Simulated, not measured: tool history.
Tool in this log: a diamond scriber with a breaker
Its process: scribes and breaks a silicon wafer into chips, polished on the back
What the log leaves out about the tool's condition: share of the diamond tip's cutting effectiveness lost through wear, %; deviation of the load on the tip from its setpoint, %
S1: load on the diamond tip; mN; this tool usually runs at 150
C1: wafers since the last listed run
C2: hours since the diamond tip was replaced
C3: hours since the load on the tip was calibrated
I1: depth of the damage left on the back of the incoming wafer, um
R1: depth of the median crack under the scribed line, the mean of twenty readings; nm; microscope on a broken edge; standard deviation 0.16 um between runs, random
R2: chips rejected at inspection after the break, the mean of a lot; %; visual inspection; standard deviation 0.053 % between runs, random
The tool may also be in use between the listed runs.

run	hour	S1	C1	C2	C3	I1	R1	R2
1	0.0	120	0	292.7	1844.8	0.01	8080	4.42
2	21.4	120	67	314.1	1866.2	0.03	8120	4.59
3	52.4	120	98	345.1	1897.2	0.02	7620	5.61
4	66.5	161	44	359.2	1911.3	0.02	9510	1.16
5	94.9	161	90	387.6	1939.7	0.03	9290	1.17
6	117.4	161	71	410.1	1962.2	0.03	9230	1.31
7	149.0	181	100	441.7	1993.8	0.04	9840	1.00
8	177.7	150	91	470.4	2022.5	0.01	8570	2.32
# hour 189.5: load on the tip recalibrated
9	209.0	150	92	501.7	19.5	0.02	8420	2.72
10	225.6	150	52	518.3	36.1	0.04	8180	3.24
11	256.3	134	97	549.0	66.8	0.04	8000	5.84
12	279.2	109	72	571.9	89.7	0.03	6730	12.06
13	295.7	132	52	588.4	106.2	0.04	7440	7.49
# hour 299.9: diamond tip replaced by a new one, of another model than before
14	329.4	189	100	29.5	139.9	0.05	10210	1.51
15	347.4	178	57	47.5	157.9	0.02	10460	1.34
16	381.6	161	108	81.7	192.1	0.05	9980	1.10
17	409.3	116	87	109.4	219.8	0.04	8970	1.58
18	427.0	166	56	127.1	237.5	0.02	9930	1.18
19	460.5	179	106	160.6	271.0	0.02	10240	1.29
20	493.7	150	105	193.8	304.2	0.05	9630	1.03
21	535.6	150	132	235.7	346.1	0.03	9440	1.21

Below are 5 alternative next runs, each starting from the tool's condition after run 21. Predict each:
A	536.2	176	1	236.3	346.7	0.02	?	?
B	536.2	185	1	236.3	346.7	0.02	?	?
C	536.2	169	1	236.3	346.7	0.02	?	?
D	536.2	177	1	236.3	346.7	0.02	?	?
E	536.2	106	1	236.3	346.7	0.02	?	?

run	R1	R2
A	10040	1.07
B	10230	1.18
C	9900	1.02
D	10070	1.08
E	8560	2.48
Take away the tool's hidden state, keep each run's random variation, and the runs would have read:
run	R1	R2
A	10330	1.26
B	10520	1.46
C	10180	1.15
D	10350	1.28
E	8800	1.93
